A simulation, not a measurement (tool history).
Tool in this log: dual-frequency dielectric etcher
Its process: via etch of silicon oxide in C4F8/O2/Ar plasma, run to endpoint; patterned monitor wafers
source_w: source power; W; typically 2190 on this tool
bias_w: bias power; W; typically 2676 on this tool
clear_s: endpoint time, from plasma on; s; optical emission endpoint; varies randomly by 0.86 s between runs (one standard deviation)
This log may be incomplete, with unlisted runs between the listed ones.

run     day  source_w  bias_w  wafers since the last listed run  hours since the last wet clean  hours since the last source power generator calibration  hours since the last bias power generator calibration  hours since the last upper electrode change  incoming incoming film thickness, nm  clear_s
  1       0      2190    3180                                 0                           309.9                                                   1628.8                                                   1081                                       3138.6                                1214.8    177.9
  2   2.742      2400    2676                               328                           375.7                                                   1694.6                                                 1146.8                                       3204.4                                1230.1    176.6
  3   5.167      2400    2676                               290                           433.9                                                   1752.8                                                   1205                                       3262.6                                1217.1    174.9
      6.325  -- wet clean of the chamber
  4   7.975      2400    2676                               216                            39.6                                                   1820.2                                                 1272.4                                         3330                                1200.9    180.7
  5  10.821      2190    2676                               341                           107.9                                                   1888.5                                                 1340.7                                       3398.3                                1216.1    192.3
  6  13.433      2190    2676                               313                           170.6                                                   1951.2                                                 1403.4                                         3461                                1197.4    188.6
  7  15.875      2190    2676                               292                           229.2                                                   2009.8                                                   1462                                       3519.6                                  1218    190.3
  8    17.5      2190    2676                               194                           268.2                                                   2048.8                                                   1501                                       3558.6                                1211.4    188.6
  9  19.758      2190    2676                               270                           322.4                                                     2103                                                 1555.2                                       3612.8                                1223.7    188.5
 10  22.321      1950    2676                               307                           383.9                                                   2164.5                                                 1616.7                                       3674.3                                1209.6    201.2
 11  24.212      1950    2676                               226                           429.3                                                   2209.9                                                 1662.1                                       3719.7                                1209.7    196.9
 12  25.604      2190    2412                               166                           462.7                                                   2243.3                                                 1695.5                                       3753.1                                1211.2    188.7
     26.783  -- wet clean of the chamber
 13    28.3      2190    2412                               203                            36.4                                                     2308                                                 1760.2                                       3817.8                                1214.7    194.3
 14  36.679      2190    2412                              1005                           237.5                                                   2509.1                                                 1961.3                                       4018.9                                1213.4    189.2
 15  39.154      1950    2676                               296                           296.9                                                   2568.5                                                 2020.7                                       4078.3                                1211.7    199.3
 16  40.633      2440    3264                               177                           332.4                                                     2604                                                 2056.2                                       4113.8                                1215.8    162.9
 17  43.629      2450    2152                               359                           404.3                                                   2675.9                                                 2128.1                                       4185.7                                1224.8    181.4
     44.842  -- wet clean of the chamber
 18    46.6      2190    2676                               236                            42.2                                                   2747.2                                                 2199.4                                         4257                                1213.3    190.2
 19    48.7      2190    2676                               251                            92.6                                                   2797.6                                                 2249.8                                       4307.4                                1211.7    189.1
      50.55  -- upper electrode replaced
 20  50.571      2190    3066                               104                           137.5                                                   2842.5                                                 2294.7                                          0.5                                1201.5      179
     52.212  -- source power generator calibrated
 21  54.817      2660    3216                               489                           239.4                                                     62.5                                                 2396.6                                        102.4                                1203.6    160.8
 22  55.929      2190    2195                               133                           266.1                                                     89.2                                                 2423.3                                        129.1                                1201.5    196.7
     57.233  -- bias power generator calibrated
 23  58.346      2010    2676                               269                           324.1                                                    147.2                                                   26.7                                        187.1                                1204.4    198.4
     63.488  -- wet clean of the chamber
 24  66.967      2190    2676                               914                            83.5                                                    354.1                                                  233.6                                          394                                1223.3    193.6
 25  68.671      1890    2218                               204                           124.4                                                      395                                                  274.5                                        434.9                                1210.6    220.2
 26  70.492      2370    2507                               218                           168.1                                                    438.7                                                  318.2                                        478.6                                1219.5    183.9
 27  71.508      2530    2092                               121                           192.5                                                    463.1                                                  342.6                                          503                                1207.9    183.5
 28  74.421      2190    2676                               349                           262.4                                                      533                                                  412.5                                        572.9                                1204.6    186.3
 29  75.817      2400    2676                               167                           295.9                                                    566.5                                                    446                                        606.4                                1213.6      175

3 ways to go on from here, each from the tool as it stands after run 29. What would each give?
  A  75.838      1900    2676                                 2                           296.4                                                      567                                                  446.5                                        606.9                                1217.8        ?
  B  75.838      2190    2201                                 2                           296.4                                                      567                                                  446.5                                        606.9                                1217.8        ?
  C  75.838      1940    3101                                 2                           296.4                                                      567                                                  446.5                                        606.9                                1217.8        ?

run  clear_s
  A    206.8
  B    197.5
  C    196.2
Stripped of hidden state, with their random variation kept, the same runs would have yielded:
run  clear_s
  A    218.5
  B    208.7
  C    207.2
